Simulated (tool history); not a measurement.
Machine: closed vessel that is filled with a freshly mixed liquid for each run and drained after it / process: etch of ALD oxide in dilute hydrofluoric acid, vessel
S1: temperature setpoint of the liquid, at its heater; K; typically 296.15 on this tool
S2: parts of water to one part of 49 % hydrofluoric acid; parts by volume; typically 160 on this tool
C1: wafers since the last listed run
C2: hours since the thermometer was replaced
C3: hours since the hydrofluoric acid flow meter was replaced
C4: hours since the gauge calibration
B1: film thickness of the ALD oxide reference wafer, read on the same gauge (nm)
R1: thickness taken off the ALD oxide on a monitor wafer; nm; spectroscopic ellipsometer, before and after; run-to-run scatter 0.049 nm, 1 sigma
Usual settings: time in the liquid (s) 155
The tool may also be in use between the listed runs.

{"run": 1, "day": 0.0, "S1": 296.15, "S2": 160, "time in the liquid (s)": 155, "C1": 0, "C2": 1141.1, "C3": 533.5, "C4": 242.1, "B1": 99.98, "R1": 11.83}
{"run": 2, "day": 0.521, "S1": 292.65, "S2": 160, "time in the liquid (s)": 155, "C1": 734, "C2": 1153.6, "C3": 546.0, "C4": 254.6, "B1": 99.96, "R1": 10.3}
{"run": 3, "day": 0.883, "S1": 292.65, "S2": 160, "time in the liquid (s)": 155, "C1": 511, "C2": 1162.3, "C3": 554.7, "C4": 263.3, "B1": 99.98, "R1": 10.33}
{"run": 4, "day": 1.354, "S1": 297.15, "S2": 160, "time in the liquid (s)": 155, "C1": 664, "C2": 1173.6, "C3": 566.0, "C4": 274.6, "B1": 99.98, "R1": 12.19}
{"run": 5, "day": 1.988, "S1": 296.15, "S2": 160, "time in the liquid (s)": 155, "C1": 893, "C2": 1188.8, "C3": 581.2, "C4": 289.8, "B1": 100.01, "R1": 11.77}
{"run": 6, "day": 2.338, "S1": 296.15, "S2": 160, "time in the liquid (s)": 155, "C1": 493, "C2": 1197.2, "C3": 589.6, "C4": 298.2, "B1": 100.02, "R1": 11.74}
{"run": 7, "day": 2.846, "S1": 296.15, "S2": 160, "time in the liquid (s)": 155, "C1": 717, "C2": 1209.4, "C3": 601.8, "C4": 310.4, "B1": 100.0, "R1": 11.8}
{"run": 8, "day": 3.35, "S1": 296.15, "S2": 160, "time in the liquid (s)": 155, "C1": 711, "C2": 1221.5, "C3": 613.9, "C4": 322.5, "B1": 100.01, "R1": 11.65}
{"run": 9, "day": 3.654, "S1": 298.15, "S2": 160, "time in the liquid (s)": 115, "C1": 429, "C2": 1228.8, "C3": 621.2, "C4": 329.8, "B1": 100.01, "R1": 9.37}
{"run": 10, "day": 3.95, "S1": 298.15, "S2": 160, "time in the liquid (s)": 115, "C1": 417, "C2": 1235.9, "C3": 628.3, "C4": 336.9, "B1": 100.0, "R1": 9.3}
{"run": 11, "day": 4.604, "S1": 296.15, "S2": 160, "time in the liquid (s)": 155, "C1": 922, "C2": 1251.6, "C3": 644.0, "C4": 352.6, "B1": 100.02, "R1": 11.69}
{"run": 12, "day": 5.262, "S1": 296.15, "S2": 160, "time in the liquid (s)": 155, "C1": 928, "C2": 1267.4, "C3": 659.8, "C4": 368.4, "B1": 99.98, "R1": 11.62}
{"run": 13, "day": 6.142, "S1": 296.15, "S2": 160, "time in the liquid (s)": 155, "C1": 1240, "C2": 1288.5, "C3": 680.9, "C4": 389.5, "B1": 99.99, "R1": 11.71}
{"day": 6.292, "done": "gauge calibrated"}
{"run": 14, "day": 6.5, "S1": 296.15, "S2": 160, "time in the liquid (s)": 155, "C1": 505, "C2": 1297.1, "C3": 689.5, "C4": 5.0, "B1": 100.0, "R1": 11.55}
{"run": 15, "day": 6.896, "S1": 296.15, "S2": 160, "time in the liquid (s)": 155, "C1": 558, "C2": 1306.6, "C3": 699.0, "C4": 14.5, "B1": 100.01, "R1": 11.53}
{"run": 16, "day": 7.5, "S1": 296.15, "S2": 160, "time in the liquid (s)": 155, "C1": 852, "C2": 1321.1, "C3": 713.5, "C4": 29.0, "B1": 100.02, "R1": 11.55}
{"run": 17, "day": 7.825, "S1": 296.15, "S2": 160, "time in the liquid (s)": 155, "C1": 458, "C2": 1328.9, "C3": 721.3, "C4": 36.8, "B1": 99.96, "R1": 11.52}
{"run": 18, "day": 8.221, "S1": 300.65, "S2": 115, "time in the liquid (s)": 240, "C1": 558, "C2": 1338.4, "C3": 730.8, "C4": 46.3, "B1": 99.98, "R1": 31.2}
{"run": 19, "day": 8.638, "S1": 297.65, "S2": 160, "time in the liquid (s)": 155, "C1": 587, "C2": 1348.4, "C3": 740.8, "C4": 56.3, "B1": 100.0, "R1": 12.19}

Forecast run 20:
{"day": 9.721, "done": "hydrofluoric acid flow meter replaced"}
{"run": 20, "day": 9.862, "S1": 296.15, "S2": 95, "time in the liquid (s)": 230, "C1": 1669, "C2": 1377.8, "C3": 3.4, "C4": 85.7, "B1": "?", "R1": "?"}

Run 20 measured B1 100.00, R1 33.78 nm.
Minus the tool's unlogged condition, the same run would have read R1 34.15 nm.
